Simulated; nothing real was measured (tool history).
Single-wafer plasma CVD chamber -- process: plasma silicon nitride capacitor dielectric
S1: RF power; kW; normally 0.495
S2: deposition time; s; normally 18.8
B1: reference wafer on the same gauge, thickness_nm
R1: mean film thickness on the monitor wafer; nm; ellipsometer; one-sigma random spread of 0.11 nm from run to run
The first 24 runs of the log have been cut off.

run,hour,S1,S2,B1,R1
25,1944.7,0.400,18.8,27.169,24.402
26,2017.3,0.495,18.8,27.238,26.988
27,2058.0,0.495,17.9,27.217,25.753
28,2119.8,0.580,21.5,27.202,32.994
29,2211.7,0.585,20.8,27.171,31.694
30,2273.2,0.495,19.9,27.216,28.462
31,2347.3,0.580,16.0,27.243,24.250
32,2390.2,0.495,17.1,27.216,24.384
33,2471.1,0.405,18.8,27.191,24.454
34,2533.5,0.400,18.8,27.207,24.480
35,2632.9,0.425,19.8,27.239,26.215
36,2738.4,0.495,18.8,27.171,26.769
37,2820.9,0.460,17.4,27.173,24.030
38,2894.0,0.570,17.7,27.191,26.585

Alternative continuations, all from the tool just after run 38; predict every row:
A,2894.4,0.590,18.8,?,?
B,2894.4,0.420,16.6,?,?
C,2894.4,0.430,15.9,?,?

run,B1,R1
A,27.195,28.759
B,27.195,21.997
C,27.195,21.295
With no hidden state in the tool, these same runs would have given:
run,R1
A,29.376
B,22.469
C,21.752

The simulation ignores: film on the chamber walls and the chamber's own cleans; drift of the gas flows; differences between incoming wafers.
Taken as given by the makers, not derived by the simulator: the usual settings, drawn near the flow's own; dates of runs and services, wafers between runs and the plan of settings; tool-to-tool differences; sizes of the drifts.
